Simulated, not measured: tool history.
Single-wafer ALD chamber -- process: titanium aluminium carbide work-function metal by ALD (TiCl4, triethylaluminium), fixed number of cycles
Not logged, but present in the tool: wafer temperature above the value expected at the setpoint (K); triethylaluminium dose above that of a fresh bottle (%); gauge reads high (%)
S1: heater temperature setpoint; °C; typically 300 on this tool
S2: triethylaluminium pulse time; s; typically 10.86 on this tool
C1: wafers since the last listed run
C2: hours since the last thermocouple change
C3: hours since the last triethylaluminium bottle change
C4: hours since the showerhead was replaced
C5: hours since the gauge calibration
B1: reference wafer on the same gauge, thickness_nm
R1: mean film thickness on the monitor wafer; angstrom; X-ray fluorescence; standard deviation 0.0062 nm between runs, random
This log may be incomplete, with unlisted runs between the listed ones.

{"run": 1, "day": 0.0, "S1": 300, "S2": 10.86, "C1": 0, "C2": 2099.6, "C3": 481.9, "C4": 2863.9, "C5": 540.9, "B1": 2.117, "R1": 21.98}
{"run": 2, "day": 0.846, "S1": 300, "S2": 10.86, "C1": 283, "C2": 2119.9, "C3": 502.2, "C4": 2884.2, "C5": 561.2, "B1": 2.119, "R1": 22.06}
{"day": 1.596, "done": "triethylaluminium bottle replaced"}
{"run": 3, "day": 1.829, "S1": 300, "S2": 11.8, "C1": 217, "C2": 2143.5, "C3": 5.6, "C4": 2907.8, "C5": 584.8, "B1": 2.121, "R1": 22.24}
{"run": 4, "day": 2.508, "S1": 300, "S2": 11.8, "C1": 227, "C2": 2159.8, "C3": 21.9, "C4": 2924.1, "C5": 601.1, "B1": 2.122, "R1": 22.33}
{"run": 5, "day": 3.192, "S1": 300, "S2": 11.8, "C1": 228, "C2": 2176.2, "C3": 38.3, "C4": 2940.5, "C5": 617.5, "B1": 2.12, "R1": 22.32}
{"run": 6, "day": 3.958, "S1": 300, "S2": 10.86, "C1": 256, "C2": 2194.6, "C3": 56.7, "C4": 2958.9, "C5": 635.9, "B1": 2.119, "R1": 22.2}
{"run": 7, "day": 4.721, "S1": 300, "S2": 10.86, "C1": 255, "C2": 2212.9, "C3": 75.0, "C4": 2977.2, "C5": 654.2, "B1": 2.122, "R1": 22.14}
{"day": 5.821, "done": "thermocouple changed; heater temperature recalibrated"}
{"run": 8, "day": 5.958, "S1": 300, "S2": 12.07, "C1": 302, "C2": 3.3, "C3": 104.7, "C4": 3006.9, "C5": 683.9, "B1": 2.122, "R1": 21.6}
{"run": 9, "day": 6.604, "S1": 300, "S2": 12.07, "C1": 216, "C2": 18.8, "C3": 120.2, "C4": 3022.4, "C5": 699.4, "B1": 2.117, "R1": 21.49}
{"run": 10, "day": 7.692, "S1": 300, "S2": 12.07, "C1": 363, "C2": 44.9, "C3": 146.3, "C4": 3048.5, "C5": 725.5, "B1": 2.12, "R1": 21.64}
{"run": 11, "day": 8.871, "S1": 300, "S2": 10.86, "C1": 394, "C2": 73.2, "C3": 174.6, "C4": 3076.8, "C5": 753.8, "B1": 2.119, "R1": 21.42}
{"run": 12, "day": 11.029, "S1": 300, "S2": 10.86, "C1": 722, "C2": 125.0, "C3": 226.4, "C4": 3128.6, "C5": 805.6, "B1": 2.122, "R1": 21.37}
{"day": 11.412, "done": "showerhead replaced"}
{"run": 13, "day": 11.954, "S1": 285, "S2": 8.01, "C1": 197, "C2": 147.2, "C3": 248.6, "C4": 13.0, "C5": 827.8, "B1": 2.121, "R1": 19.08}
{"run": 14, "day": 12.55, "S1": 286, "S2": 10.86, "C1": 199, "C2": 161.5, "C3": 262.9, "C4": 27.3, "C5": 842.1, "B1": 2.124, "R1": 19.91}
{"run": 15, "day": 13.429, "S1": 306, "S2": 10.86, "C1": 294, "C2": 182.6, "C3": 284.0, "C4": 48.4, "C5": 863.2, "B1": 2.12, "R1": 21.94}
{"run": 16, "day": 14.496, "S1": 294, "S2": 14.3, "C1": 356, "C2": 208.2, "C3": 309.6, "C4": 74.0, "C5": 888.8, "B1": 2.118, "R1": 21.07}
{"run": 17, "day": 15.833, "S1": 296, "S2": 13.01, "C1": 447, "C2": 240.3, "C3": 341.7, "C4": 106.1, "C5": 920.9, "B1": 2.124, "R1": 21.25}
{"run": 18, "day": 16.9, "S1": 300, "S2": 10.86, "C1": 356, "C2": 265.9, "C3": 367.3, "C4": 131.7, "C5": 946.5, "B1": 2.118, "R1": 21.36}
{"run": 19, "day": 18.083, "S1": 312, "S2": 14.78, "C1": 395, "C2": 294.3, "C3": 395.7, "C4": 160.1, "C5": 974.9, "B1": 2.119, "R1": 23.05}
{"run": 20, "day": 19.392, "S1": 309, "S2": 13.48, "C1": 437, "C2": 325.7, "C3": 427.1, "C4": 191.5, "C5": 1006.3, "B1": 2.12, "R1": 22.64}
{"run": 21, "day": 20.358, "S1": 300, "S2": 10.86, "C1": 323, "C2": 348.9, "C3": 450.3, "C4": 214.7, "C5": 1029.5, "B1": 2.121, "R1": 21.32}
{"run": 22, "day": 21.642, "S1": 300, "S2": 10.86, "C1": 429, "C2": 379.7, "C3": 481.1, "C4": 245.5, "C5": 1060.3, "B1": 2.118, "R1": 21.32}
{"day": 22.329, "done": "triethylaluminium bottle replaced"}
{"run": 23, "day": 22.946, "S1": 300, "S2": 10.86, "C1": 324, "C2": 411.0, "C3": 14.8, "C4": 276.8, "C5": 1091.6, "B1": 2.122, "R1": 21.47}
{"day": 22.971, "done": "gauge calibrated"}
{"run": 24, "day": 23.817, "S1": 295, "S2": 7.32, "C1": 291, "C2": 431.9, "C3": 35.7, "C4": 297.7, "C5": 20.3, "B1": 2.123, "R1": 19.9}
{"run": 25, "day": 24.446, "S1": 291, "S2": 13.12, "C1": 210, "C2": 447.0, "C3": 50.8, "C4": 312.8, "C5": 35.4, "B1": 2.12, "R1": 20.8}
{"run": 26, "day": 25.283, "S1": 291, "S2": 7.59, "C1": 280, "C2": 467.1, "C3": 70.9, "C4": 332.9, "C5": 55.5, "B1": 2.119, "R1": 19.66}
{"run": 27, "day": 26.388, "S1": 286, "S2": 12.63, "C1": 369, "C2": 493.6, "C3": 97.4, "C4": 359.4, "C5": 82.0, "B1": 2.119, "R1": 20.27}
{"run": 28, "day": 27.158, "S1": 300, "S2": 10.86, "C1": 257, "C2": 512.1, "C3": 115.9, "C4": 377.9, "C5": 100.5, "B1": 2.118, "R1": 21.63}
{"run": 29, "day": 28.608, "S1": 300, "S2": 10.86, "C1": 485, "C2": 546.9, "C3": 150.7, "C4": 412.7, "C5": 135.3, "B1": 2.118, "R1": 21.57}

For run 30, what comes out?
{"run": 30, "day": 30.338, "S1": 300, "S2": 10.86, "C1": 578, "C2": 588.4, "C3": 192.2, "C4": 454.2, "C5": 176.8, "B1": "?", "R1": "?"}

{"run 30": {"B1": 2.12, "R1": 21.5}}
If the tool had no hidden condition, the same run with the same run-to-run variation would have returned R1 21.41 angstrom.
